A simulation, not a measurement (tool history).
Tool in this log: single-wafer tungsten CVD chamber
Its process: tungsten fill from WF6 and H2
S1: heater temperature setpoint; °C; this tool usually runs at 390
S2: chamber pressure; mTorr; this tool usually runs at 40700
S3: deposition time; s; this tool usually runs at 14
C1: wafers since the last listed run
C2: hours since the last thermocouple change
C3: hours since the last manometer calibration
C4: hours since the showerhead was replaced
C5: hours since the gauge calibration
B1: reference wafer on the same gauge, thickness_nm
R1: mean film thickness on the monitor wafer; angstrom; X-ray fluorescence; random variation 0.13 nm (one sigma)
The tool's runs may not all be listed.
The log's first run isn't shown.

run 2 hour=13 | S1=390 S2=40700 S3=14 | C1=426 C2=606.7 C3=1037.5 C4=3031 C5=385.6 | B1=35.856 | R1=358.88
run 3 hour=27.1 | S1=394 S2=40700 S3=14 | C1=463 C2=620.8 C3=1051.6 C4=3045.1 C5=399.7 | B1=35.932 | R1=391.11
run 4 hour=44.8 | S1=394 S2=40700 S3=14 | C1=581 C2=638.5 C3=1069.3 C4=3062.8 C5=417.4 | B1=35.927 | R1=391.07
run 5 hour=76 | S1=394 S2=40700 S3=14 | C1=1024 C2=669.7 C3=1100.5 C4=3094 C5=448.6 | B1=35.917 | R1=390.72
run 6 hour=148.5 | S1=390 S2=40700 S3=14 | C1=2380 C2=742.2 C3=1173 C4=3166.5 C5=521.1 | B1=35.949 | R1=356.99
run 7 hour=242.9 | S1=390 S2=40700 S3=14 | C1=3099 C2=836.6 C3=1267.4 C4=3260.9 C5=615.5 | B1=35.896 | R1=359.87
-- hour=264.8 capacitance manometer re-zeroed and calibrated
run 8 hour=265.3 | S1=390 S2=40700 S3=14 | C1=472 C2=859 C3=0.5 C4=3283.3 C5=637.9 | B1=35.898 | R1=378.4
run 9 hour=285.3 | S1=390 S2=40700 S3=14 | C1=656 C2=879 C3=20.5 C4=3303.3 C5=657.9 | B1=35.933 | R1=376.94
run 10 hour=313.6 | S1=390 S2=40700 S3=14 | C1=929 C2=907.3 C3=48.8 C4=3331.6 C5=686.2 | B1=35.855 | R1=382.3
-- hour=343.3 gauge calibrated
run 11 hour=343.8 | S1=390 S2=40700 S3=14 | C1=991 C2=937.5 C3=79 C4=3361.8 C5=0.5 | B1=35.881 | R1=378.6
run 12 hour=380.6 | S1=382 S2=46900 S3=14 | C1=1208 C2=974.3 C3=115.8 C4=3398.6 C5=37.3 | B1=35.924 | R1=347.68
run 13 hour=396.3 | S1=382 S2=46900 S3=14 | C1=515 C2=990 C3=131.5 C4=3414.3 C5=53 | B1=35.88 | R1=346.71
-- hour=407.5 showerhead replaced
run 14 hour=411.8 | S1=390 S2=40700 S3=14 | C1=246 C2=1005.5 C3=147 C4=4.3 C5=68.5 | B1=35.876 | R1=381.5
-- hour=435.1 thermocouple changed; heater temperature recalibrated
run 15 hour=519.3 | S1=390 S2=40700 S3=14 | C1=3267 C2=84.2 C3=254.5 C4=111.8 C5=176 | B1=35.863 | R1=365.82
run 16 hour=553.4 | S1=390 S2=40700 S3=14 | C1=1119 C2=118.3 C3=288.6 C4=145.9 C5=210.1 | B1=35.929 | R1=368.2
run 17 hour=584.5 | S1=380 S2=40700 S3=14 | C1=1021 C2=149.4 C3=319.7 C4=177 C5=241.2 | B1=35.896 | R1=293.7

What does the tool deliver on the next run?
run 18 hour=617.9 | S1=404 S2=40700 S3=14 | C1=1096 C2=182.8 C3=353.1 C4=210.4 C5=274.6 | B1=? | R1=?

{"run 18": {"B1": 35.866, "R1": 491.74}}
Take away the tool's hidden state, keep the run-to-run variation as it was, and the same run would have given R1 490.75 angstrom.

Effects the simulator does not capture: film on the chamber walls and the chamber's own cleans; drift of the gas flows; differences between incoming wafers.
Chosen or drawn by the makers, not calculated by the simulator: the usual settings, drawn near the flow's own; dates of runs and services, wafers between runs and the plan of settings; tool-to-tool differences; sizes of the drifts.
